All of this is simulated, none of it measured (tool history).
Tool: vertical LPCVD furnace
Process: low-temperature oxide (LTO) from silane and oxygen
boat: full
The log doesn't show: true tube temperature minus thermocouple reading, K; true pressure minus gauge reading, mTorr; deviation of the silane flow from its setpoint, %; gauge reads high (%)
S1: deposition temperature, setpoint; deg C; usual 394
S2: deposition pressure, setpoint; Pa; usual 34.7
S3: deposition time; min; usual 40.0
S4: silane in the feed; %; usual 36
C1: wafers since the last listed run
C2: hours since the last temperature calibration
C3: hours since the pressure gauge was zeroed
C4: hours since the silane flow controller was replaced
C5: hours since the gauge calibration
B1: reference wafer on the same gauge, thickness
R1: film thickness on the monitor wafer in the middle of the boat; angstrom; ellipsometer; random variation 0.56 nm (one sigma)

run     day   S1    S2    S3  S4   C1      C2      C3      C4     C5      B1      R1
  1   0.000  394  34.7  34.0  36    0  3001.9  4513.3  5347.3  258.5  388.05  3265.9
  2   0.554  394  34.7  34.0  36  226  3015.2  4526.6  5360.6  271.8  387.72  3264.7
  3   1.129  394  34.7  34.0  36  235  3029.0  4540.4  5374.4  285.6  388.22  3268.9
  4   1.550  394  34.7  40.0  36  172  3039.1  4550.5  5384.5  295.7  388.08  3847.2
  5   1.983  397  34.7  40.0  36  177  3049.5  4560.9  5394.9  306.1  387.93  3981.0
  6   2.379  397  34.7  40.0  36  162  3059.0  4570.4  5404.4  315.6  387.69  3974.6
  7   2.754  397  34.7  40.0  36  153  3068.0  4579.4  5413.4  324.6  387.99  3978.5
  8   3.375  386  34.7  40.0  36  254  3082.9  4594.3  5428.3  339.5  387.97  3510.8
  9   4.033  386  34.7  40.0  36  269  3098.7  4610.1  5444.1  355.3  388.08  3499.8
 10   4.329  386  34.7  40.0  36  121  3105.8  4617.2  5451.2  362.4  388.13  3507.7
 11   4.875  394  34.7  40.0  36  223  3118.9  4630.3  5464.3  375.5  388.26  3842.3
 12   5.162  394  34.7  40.0  36  117  3125.8  4637.2  5471.2  382.4  387.98  3850.6
 13   5.512  394  32.0  40.0  36  143  3134.2  4645.6  5479.6  390.8  388.08  3557.2
      6.071  -- gauge calibrated
 14   6.121  394  32.0  40.0  36  249  3148.8  4660.2  5494.2    1.2  387.95  3551.3
 15   6.883  394  34.7  40.0  36  312  3167.1  4678.5  5512.5   19.5  388.02  3848.1
      8.446  -- pressure gauge zeroed
 16   8.467  398  34.7  40.0  36  238  3205.1     0.5  5550.5   57.5  388.04  4037.2
 17   8.646  394  34.7  40.0  36   73  3209.4     4.8  5554.8   61.8  388.17  3867.2
     10.729  -- thermocouples replaced and temperature profile calibrated
     11.575  -- silane flow controller replaced
 18  11.596  394  42.7  40.0  41  452    20.8    75.6     0.5  132.6  387.96  5412.6
 19  11.775  404  34.7  40.0  43   73    25.1    79.9     4.8  136.9  388.00  5170.9
 20  12.050  394  34.7  26.0  36  112    31.7    86.5    11.4  143.5  388.05  2421.1
 21  12.304  402  27.3  55.0  38  104    37.8    92.6    17.5  149.6  388.09  4751.6
 22  12.596  394  28.7  33.5  40  119    44.8    99.6    24.5  156.6  387.96  2954.1
 23  13.296  394  28.7  33.5  40  286    61.6   116.4    41.3  173.4  388.21  2949.9
 24  13.638  394  38.7  40.0  36  139    69.8   124.6    49.5  181.6  387.96  4162.5
 25  14.358  387  34.7  40.0  36  295    87.1   141.9    66.8  198.9  388.10  3431.9
 26  14.775  382  34.7  40.0  36  170    97.1   151.9    76.8  208.9  388.09  3232.8
 27  15.371  382  41.3  31.5  41  243   111.4   166.2    91.1  223.2  387.78  3588.0
 28  15.654  394  42.7  40.0  41  116   118.2   173.0    97.9  230.0  388.08  5391.8

4 ways to go on from here, each from the tool as it stands after run 28. What would each give?
  A  15.838  394  34.7  40.0  36  75  122.6  177.4  102.3  234.4   ?   ?
  B  15.838  394  34.7  55.0  39  75  122.6  177.4  102.3  234.4   ?   ?
  C  15.838  394  29.3  40.0  34  75  122.6  177.4  102.3  234.4   ?   ?
  D  15.838  403  38.7  51.5  40  75  122.6  177.4  102.3  234.4   ?   ?

run      B1      R1
  A  387.83  3728.9
  B  387.83  5682.1
  C  387.83  2920.4
  D  387.83  6763.0
Without the tool's hidden state the same runs would have given:
run      R1
  A  3709.8
  B  5653.7
  C  2905.2
  D  6730.6

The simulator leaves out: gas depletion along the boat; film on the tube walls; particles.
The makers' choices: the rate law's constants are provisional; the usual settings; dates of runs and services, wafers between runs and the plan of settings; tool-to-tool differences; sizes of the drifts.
